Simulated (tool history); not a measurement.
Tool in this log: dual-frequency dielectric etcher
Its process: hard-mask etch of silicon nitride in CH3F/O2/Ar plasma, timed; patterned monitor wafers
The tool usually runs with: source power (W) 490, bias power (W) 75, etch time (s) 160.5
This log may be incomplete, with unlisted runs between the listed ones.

run    hour  source power (W)  bias power (W)  etch time (s)  read-back reference wafer on the same gauge, depth_nm  mean etch depth across the wafer (angstrom)
  1     0.0               490              75          160.5                                                  112.9                                         1206
  2    85.1               490              75          160.5                                                  112.8                                         1193
      147.0  -- wet clean of the chamber
  3   181.5               490              75          160.5                                                  112.9                                         1224
  4   217.1               490              75          160.5                                                  113.1                                         1223
  5   249.1               490              75          160.5                                                  112.8                                         1222
  6   276.8               490              75          160.5                                                  112.9                                         1222
  7   310.4               490              75          160.5                                                  112.9                                         1217
  8   324.8               440              75          160.5                                                  113.0                                         1177
      334.3  -- gauge calibrated
  9   360.7               440              75          160.5                                                  113.1                                         1168
      379.1  -- source power generator calibrated
 10   382.3               440              75          160.5                                                  113.0                                         1159
      422.4  -- bias power generator calibrated
 11   454.6               490              61          188.0                                                  113.1                                         1338
 12   477.1               490              59          160.5                                                  113.0                                         1128
 13   491.8               440              75          160.5                                                  113.1                                         1160
 14   593.9               560              94          187.0                                                  112.9                                         1532
 15   622.1               380              86          160.5                                                  113.1                                         1133
      655.9  -- upper electrode replaced
 16   656.4               490              75          160.5                                                  113.0                                         1180
      684.2  -- wet clean of the chamber
 17   709.5               550              75          160.5                                                  113.1                                         1279
 18   742.3               490              70          121.5                                                  113.0                                          915
 19   776.0               490              58          160.5                                                  113.0                                         1154
 20   798.3               490              87          160.5                                                  112.9                                         1281
 21   811.6               550              60          196.0                                                  113.1                                         1473
 22   845.4               490              75          160.5                                                  113.1                                         1225
 23   867.2               610              75          160.5                                                  113.0                                         1306
 24   900.3               490              75          160.5                                                  113.0                                         1222
 25   927.0               530              62          142.5                                                  113.0                                         1054
 26   943.4               380              83          160.5                                                  113.0                                         1153
 27   959.3               490              75          160.5                                                  113.0                                         1211
 28   992.7               570              91          132.5                                                  113.0                                         1100
 29  1014.1               490              75          160.5                                                  112.9                                         1205

Consider 5 possible next runs. They are alternatives, not a sequence: every one starts from the tool as it was left by run 29. What does each give?
  A  1014.6               490              75          160.5                                                      ?                                            ?
  B  1014.6               490              84          160.5                                                      ?                                            ?
  C  1014.6               430              75          204.5                                                      ?                                            ?
  D  1014.6               560              60          131.5                                                      ?                                            ?
  E  1014.6               600              59          196.5                                                      ?                                            ?

run  read-back reference wafer on the same gauge, depth_nm  mean etch depth across the wafer (angstrom)
  A                                                  113.0                                         1213
  B                                                  113.0                                         1252
  C                                                  113.0                                         1485
  D                                                  113.0                                          979
  E                                                  113.0                                         1490
With no hidden state in the tool, these same runs would have given:
run  mean etch depth across the wafer (angstrom)
  A                                         1248
  B                                         1288
  C                                         1528
  D                                         1007
  E                                         1533
